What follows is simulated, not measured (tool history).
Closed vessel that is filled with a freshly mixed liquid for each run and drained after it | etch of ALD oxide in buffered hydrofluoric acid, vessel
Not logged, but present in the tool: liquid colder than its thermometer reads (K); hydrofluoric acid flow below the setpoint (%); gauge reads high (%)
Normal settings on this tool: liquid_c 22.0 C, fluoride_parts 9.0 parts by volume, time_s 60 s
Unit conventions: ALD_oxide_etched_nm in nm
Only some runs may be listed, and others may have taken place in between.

run,hour,liquid_c,fluoride_parts,time_s,wafers since the last listed run,hours since the thermometer was replaced,hours since the hydrofluoric acid flow meter was replaced,hours since the gauge calibration,"read-back film thickness of the ALD oxide reference wafer, read on the same gauge (nm)",ALD_oxide_etched_nm
1,0.0,22.0,9.0,60,0,2209.1,2144.1,202.2,110.02,95.86
2,8.5,22.0,9.0,60,568,2217.6,2152.6,210.7,110.00,95.13
3,25.8,22.0,9.0,60,1158,2234.9,2169.9,228.0,110.01,95.97
4,42.3,22.0,9.0,60,1104,2251.4,2186.4,244.5,109.99,95.66
5,59.1,22.0,9.0,60,1124,2268.2,2203.2,261.3,110.00,95.63
6,74.9,22.0,9.0,60,1057,2284.0,2219.0,277.1,109.98,94.67
7,87.0,22.0,9.0,60,809,2296.1,2231.1,289.2,109.99,94.51
# hour 89.7: thermometer replaced
8,97.9,22.0,9.0,60,662,8.2,2242.0,300.1,109.99,108.57
9,107.0,22.0,9.0,60,609,17.3,2251.1,309.2,110.00,109.71
# hour 109.4: hydrofluoric acid flow meter replaced
10,118.6,22.0,9.0,60,709,28.9,9.2,320.8,110.01,120.43
11,126.6,18.5,9.0,70,535,36.9,17.2,328.8,110.02,115.22
12,140.4,18.5,9.0,70,923,50.7,31.0,342.6,110.00,114.61
13,173.8,22.0,9.0,60,2235,84.1,64.4,376.0,110.00,119.24
14,186.3,20.5,9.0,60,836,96.6,76.9,388.5,110.00,110.07
15,199.1,22.0,7.5,35,856,109.4,89.7,401.3,110.01,84.86
16,211.4,22.0,10.5,85,823,121.7,102.0,413.6,110.00,149.86
17,223.7,20.0,9.0,75,823,134.0,114.3,425.9,110.00,133.21
18,238.4,26.0,10.5,50,984,148.7,129.0,440.6,110.03,110.16
19,256.3,22.0,9.0,60,1198,166.6,146.9,458.5,110.02,118.66
# hour 265.0: gauge calibrated
20,268.5,23.5,7.5,60,816,178.8,159.1,3.5,109.98,156.07
21,276.7,22.0,9.0,60,548,187.0,167.3,11.7,110.02,117.59
22,286.6,19.0,9.0,90,662,196.9,177.2,21.6,110.04,149.45
23,298.2,20.0,7.5,40,776,208.5,188.8,33.2,110.03,85.39
24,314.7,26.0,11.0,60,1104,225.0,205.3,49.7,109.97,124.14
25,328.6,22.0,11.5,80,930,238.9,219.2,63.6,109.98,127.79
26,338.2,24.0,11.0,60,642,248.5,228.8,73.2,110.01,111.59
27,352.5,22.0,9.0,60,957,262.8,243.1,87.5,110.01,117.79
28,362.3,19.5,9.0,60,656,272.6,252.9,97.3,110.02,102.19
29,368.9,22.0,10.0,45,441,279.2,259.5,103.9,109.95,81.49
30,381.5,24.0,9.0,90,843,291.8,272.1,116.5,110.02,196.52
31,393.0,22.0,9.0,60,769,303.3,283.6,128.0,110.00,116.83
32,410.0,23.5,12.0,60,1137,320.3,300.6,145.0,110.00,99.00
33,420.3,19.0,9.0,60,689,330.6,310.9,155.3,110.00,98.65
34,429.0,26.0,9.0,60,582,339.3,319.6,164.0,109.96,144.32

Branching from run 34: 4 alternative next runs. What would each branch give?
A,429.7,22.0,9.0,60,46,340.0,320.3,164.7,?,?
B,429.7,25.5,6.5,60,46,340.0,320.3,164.7,?,?
C,429.7,22.0,9.0,50,46,340.0,320.3,164.7,?,?
D,429.7,23.5,11.0,40,46,340.0,320.3,164.7,?,?

run,"read-back film thickness of the ALD oxide reference wafer, read on the same gauge (nm)",ALD_oxide_etched_nm
A,109.99,116.28
B,109.99,196.16
C,109.99,96.90
D,109.99,71.29
With the hidden condition removed and each run's random variation left untouched, the same runs would have given:
run,ALD_oxide_etched_nm
A,122.19
B,207.03
C,101.83
D,75.45
